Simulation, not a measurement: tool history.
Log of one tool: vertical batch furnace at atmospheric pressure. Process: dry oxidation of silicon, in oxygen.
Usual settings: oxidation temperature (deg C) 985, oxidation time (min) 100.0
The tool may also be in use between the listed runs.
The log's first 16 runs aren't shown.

| run | hour | oxidation temperature (deg C) | oxidation time (min) | wafers since the last listed run | hours since the last temperature calibration | hours since the boat lift was adjusted | hours since the gauge calibration | read-back reference wafer on the same gauge, thickness | oxide thickness on the monitor wafer (Å) |
|---|---|---|---|---|---|---|---|---|---|
| 17 | 858.9 | 985 | 100.0 | 621 | 2392.8 | 263.5 | 1421.2 | 95.00 | 1050.1 |
| 18 | 891.3 | 985 | 100.0 | 617 | 2425.2 | 295.9 | 1453.6 | 95.08 | 1051.3 |
| 19 | 942.0 | 1006 | 135.0 | 966 | 2475.9 | 346.6 | 1504.3 | 94.98 | 1374.7 |
| 20 | 1003.1 | 977 | 54.5 | 1164 | 2537.0 | 407.7 | 1565.4 | 95.00 | 772.8 |
| 21 | 1061.4 | 985 | 100.0 | 1111 | 2595.3 | 466.0 | 1623.7 | 95.13 | 1052.0 |
|  | 1088.1 | gauge calibrated |
| 22 | 1105.0 | 993 | 112.5 | 831 | 2638.9 | 509.6 | 16.9 | 91.84 | 1120.1 |
|  | 1146.5 | thermocouples replaced and temperature profile calibrated |
| 23 | 1168.0 | 985 | 121.5 | 743 | 21.5 | 572.6 | 79.9 | 92.22 | 1125.9 |
| 24 | 1216.1 | 1000 | 81.0 | 917 | 69.6 | 620.7 | 128.0 | 92.35 | 1001.5 |
| 25 | 1247.6 | 967 | 100.0 | 600 | 101.1 | 652.2 | 159.5 | 92.37 | 935.6 |
| 26 | 1284.1 | 991 | 100.0 | 695 | 137.6 | 688.7 | 196.0 | 92.53 | 1048.1 |
| 27 | 1308.7 | 972 | 78.0 | 469 | 162.2 | 713.3 | 220.6 | 92.77 | 859.7 |
| 28 | 1366.3 | 993 | 77.5 | 1098 | 219.8 | 770.9 | 278.2 | 92.93 | 946.1 |
| 29 | 1400.7 | 977 | 132.0 | 655 | 254.2 | 805.3 | 312.6 | 92.98 | 1138.2 |
| 30 | 1469.9 | 985 | 100.0 | 1319 | 323.4 | 874.5 | 381.8 | 93.15 | 1030.1 |
| 31 | 1512.4 | 1004 | 145.0 | 810 | 365.9 | 917.0 | 424.3 | 93.45 | 1369.3 |
| 32 | 1563.4 | 972 | 144.0 | 972 | 416.9 | 968.0 | 475.3 | 93.44 | 1154.8 |
| 33 | 1632.3 | 999 | 136.5 | 1313 | 485.8 | 1036.9 | 544.2 | 93.51 | 1296.7 |
| 34 | 1696.7 | 991 | 100.0 | 1227 | 550.2 | 1101.3 | 608.6 | 93.65 | 1070.2 |
| 35 | 1766.1 | 985 | 121.5 | 1323 | 619.6 | 1170.7 | 678.0 | 93.78 | 1145.9 |

3 ways to go on from here, each from the tool as it stands after run 35. What would each give?
| A | 1770.7 | 985 | 138.5 | 87 | 624.2 | 1175.3 | 682.6 | ? | ? |
| B | 1770.7 | 996 | 79.0 | 87 | 624.2 | 1175.3 | 682.6 | ? | ? |
| C | 1770.7 | 985 | 148.5 | 87 | 624.2 | 1175.3 | 682.6 | ? | ? |

| run | read-back reference wafer on the same gauge, thickness | oxide thickness on the monitor wafer (Å) |
|---|---|---|
| A | 93.77 | 1218.9 |
| B | 93.77 | 978.1 |
| C | 93.77 | 1263.4 |
Without the tool's hidden state the same runs would have given:
| run | oxide thickness on the monitor wafer (Å) |
|---|---|
| A | 1194.3 |
| B | 958.3 |
| C | 1237.9 |
